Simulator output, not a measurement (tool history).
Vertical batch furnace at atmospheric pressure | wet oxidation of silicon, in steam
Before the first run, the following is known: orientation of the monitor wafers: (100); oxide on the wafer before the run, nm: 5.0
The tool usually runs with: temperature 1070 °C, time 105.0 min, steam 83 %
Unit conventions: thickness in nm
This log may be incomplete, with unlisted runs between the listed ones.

run	day	temperature	time	steam	read-back reference wafer on the same gauge, thickness	thickness
1	0.000	1070	105.0	83	717.95	750.19
2	1.658	1070	105.0	83	717.81	754.32
3	3.908	1070	105.0	83	718.13	751.49
4	5.196	1070	65.0	83	717.95	570.66
5	6.458	1070	65.0	83	718.10	573.62
6	7.833	1070	145.5	83	717.81	899.92
7	9.292	1070	105.0	79	717.42	725.74
8	11.896	1070	105.0	79	718.06	726.88
9	13.633	1070	105.0	79	717.89	729.32
10	15.858	1070	105.0	83	718.51	747.43
11	16.900	1070	105.0	83	718.68	747.70
# day 18.100: thermocouples replaced and temperature profile calibrated
# day 19.279: gauge calibrated
12	19.650	1070	153.0	72	718.14	858.51
13	21.600	1083	67.5	90	717.78	644.97
14	23.288	1062	66.5	80	717.83	538.69
15	25.542	1070	105.0	78	717.52	722.77
# day 27.046: steam generator serviced
16	27.988	1070	157.5	83	717.68	912.51
17	29.504	1089	105.0	83	717.87	781.97
18	30.783	1062	66.5	80	717.79	527.52
# day 34.025: steam generator serviced, repeated, since the last time left the tool worse
19	34.046	1070	65.0	83	718.07	581.63
20	35.729	1070	55.0	91	718.59	558.51
21	38.254	1086	82.0	88	717.54	738.48
22	39.579	1070	120.0	88	717.91	852.17
23	44.425	1070	68.0	83	717.88	593.81

Consider 3 possible next runs. They are alternatives, not a sequence: every one starts from the tool as it was left by run 23. What does each give?
A	44.683	1094	105.0	83	?	?
B	44.683	1070	132.5	95	?	?
C	44.683	1090	77.0	79	?	?

run	read-back reference wafer on the same gauge, thickness	thickness
A	718.31	838.72
B	718.31	939.26
C	718.31	676.66
With no hidden state in the tool, these same runs would have given:
run	thickness
A	841.80
B	942.73
C	679.19
